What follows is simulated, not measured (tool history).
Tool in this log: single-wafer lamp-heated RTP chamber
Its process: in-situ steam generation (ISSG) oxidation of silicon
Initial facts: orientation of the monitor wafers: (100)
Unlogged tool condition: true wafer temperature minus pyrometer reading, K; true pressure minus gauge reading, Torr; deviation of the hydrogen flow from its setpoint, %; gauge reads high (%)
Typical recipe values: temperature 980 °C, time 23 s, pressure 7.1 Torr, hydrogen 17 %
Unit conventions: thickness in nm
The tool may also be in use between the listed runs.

| run | hour | temperature | time | pressure | hydrogen | wafers since the last listed run | wafers since the last pyrometer calibration | hours since the pressure gauge was zeroed | hours since the hydrogen flow controller was replaced | hours since the gauge calibration | read-back reference wafer on the same gauge, thickness | thickness |
|---|---|---|---|---|---|---|---|---|---|---|---|---|
| 1 | 0 | 980 | 23 | 7.1 | 17 | 0 | 2281 | 1489.1 | 7283.7 | 152.6 | 5.081 | 5.101 |
|  | 23.4 | pressure gauge zeroed |
| 2 | 49.9 | 980 | 23 | 7.4 | 17 | 373 | 2654 | 26.5 | 7333.6 | 202.5 | 5.079 | 5.15 |
| 3 | 56.5 | 980 | 23 | 7.4 | 17 | 58 | 2713 | 33.1 | 7340.2 | 209.1 | 5.082 | 5.161 |
| 4 | 70.7 | 980 | 23 | 6.9 | 17 | 126 | 2840 | 47.3 | 7354.4 | 223.3 | 5.082 | 5.146 |
|  | 82.8 | hydrogen flow controller replaced |
| 5 | 83.6 | 980 | 23 | 7.1 | 17 | 43 | 2883 | 60.2 | 0.8 | 236.2 | 5.081 | 5.171 |
| 6 | 95.6 | 980 | 23 | 7.1 | 17 | 106 | 2990 | 72.2 | 12.8 | 248.2 | 5.075 | 5.152 |
| 7 | 112.3 | 980 | 23 | 7.1 | 17 | 148 | 3139 | 88.9 | 29.5 | 264.9 | 5.083 | 5.176 |
| 8 | 128.1 | 989 | 23 | 6.9 | 21 | 140 | 3280 | 104.7 | 45.3 | 280.7 | 5.081 | 5.591 |
| 9 | 143 | 992 | 18 | 7.1 | 13 | 132 | 3413 | 119.6 | 60.2 | 295.6 | 5.081 | 4.567 |
| 10 | 151.6 | 994 | 18 | 6.9 | 21 | 76 | 3490 | 128.2 | 68.8 | 304.2 | 5.08 | 5.139 |
| 11 | 161.1 | 980 | 23 | 7.4 | 17 | 84 | 3574 | 137.7 | 78.3 | 313.7 | 5.078 | 5.219 |
| 12 | 168.8 | 965 | 28 | 6.9 | 11 | 68 | 3643 | 145.4 | 86 | 321.4 | 5.081 | 4.9 |
| 13 | 182.6 | 997 | 29 | 8.5 | 22 | 123 | 3766 | 159.2 | 99.8 | 335.2 | 5.083 | 6.638 |
| 14 | 191.1 | 980 | 19 | 8.2 | 17 | 75 | 3842 | 167.7 | 108.3 | 343.7 | 5.074 | 4.773 |
|  | 196.6 | gauge calibrated |
| 15 | 200.4 | 980 | 23 | 7.1 | 17 | 82 | 3925 | 177 | 117.6 | 3.8 | 5.081 | 5.211 |
|  | 217.2 | pyrometer window cleaned and pyrometer calibrated |
| 16 | 217.7 | 966 | 23 | 7.1 | 17 | 82 | 4 | 194.3 | 134.9 | 21.1 | 5.078 | 4.771 |
| 17 | 228.9 | 980 | 23 | 8 | 17 | 99 | 104 | 205.5 | 146.1 | 32.3 | 5.08 | 5.012 |
| 18 | 243.5 | 980 | 23 | 7.5 | 17 | 130 | 234 | 220.1 | 160.7 | 46.9 | 5.079 | 5.052 |
| 19 | 250.1 | 997 | 19 | 6.9 | 20 | 58 | 293 | 226.7 | 167.3 | 53.5 | 5.077 | 5.109 |
| 20 | 257.1 | 980 | 23 | 7.1 | 17 | 62 | 356 | 233.7 | 174.3 | 60.5 | 5.084 | 5.031 |
| 21 | 269.3 | 999 | 17 | 6.9 | 17 | 108 | 464 | 245.9 | 186.5 | 72.7 | 5.082 | 4.682 |
| 22 | 279.6 | 971 | 29 | 7.1 | 17 | 91 | 556 | 256.2 | 196.8 | 83 | 5.08 | 5.38 |
| 23 | 292.9 | 980 | 19 | 7.1 | 17 | 118 | 675 | 269.5 | 210.1 | 96.3 | 5.083 | 4.605 |
| 24 | 310 | 980 | 23 | 7.8 | 11 | 152 | 827 | 286.6 | 227.2 | 113.4 | 5.083 | 4.619 |
| 25 | 329.5 | 988 | 23 | 6.9 | 17 | 173 | 1001 | 306.1 | 246.7 | 132.9 | 5.083 | 5.224 |
| 26 | 345 | 991 | 29 | 7.1 | 17 | 138 | 1139 | 321.6 | 262.2 | 148.4 | 5.084 | 5.929 |
| 27 | 352.3 | 960 | 23 | 7.1 | 26 | 65 | 1204 | 328.9 | 269.5 | 155.7 | 5.08 | 5.208 |
| 28 | 365.8 | 980 | 23 | 7.1 | 11 | 120 | 1325 | 342.4 | 283 | 169.2 | 5.081 | 4.609 |
| 29 | 377.8 | 980 | 23 | 7.1 | 17 | 106 | 1432 | 354.4 | 295 | 181.2 | 5.082 | 5.062 |
| 30 | 392.2 | 994 | 18 | 6.9 | 21 | 128 | 1560 | 368.8 | 309.4 | 195.6 | 5.079 | 5.044 |

How the hidden state differs across the entries between the runs, from the last listed run before each to the first after it:
Run 1 -> run 2: pressure gauge zeroed (hour 23.4)
  true wafer temperature minus pyrometer reading, K: 6.38 -> 7.48
  what was measured, less what the result would be without the hidden state, thickness: +0.123 -> +0.145 nm
Run 4 -> run 5: hydrogen flow controller replaced (hour 82.8)
  true wafer temperature minus pyrometer reading, K: 7.94 -> 8.23
  what was measured, less what the result would be without the hidden state, thickness: +0.154 -> +0.161 nm
Run 14 -> run 15: gauge calibrated (hour 196.6)
  true wafer temperature minus pyrometer reading, K: 10.6 -> 10.8
  what was measured, less what the result would be without the hidden state, thickness: +0.181 -> +0.213 nm
Run 15 -> run 16: pyrometer window cleaned and pyrometer calibrated (hour 217.2)
  true wafer temperature minus pyrometer reading, K: 10.8 -> 0.92
  what was measured, less what the result would be without the hidden state, thickness: +0.213 -> +0.015 nm
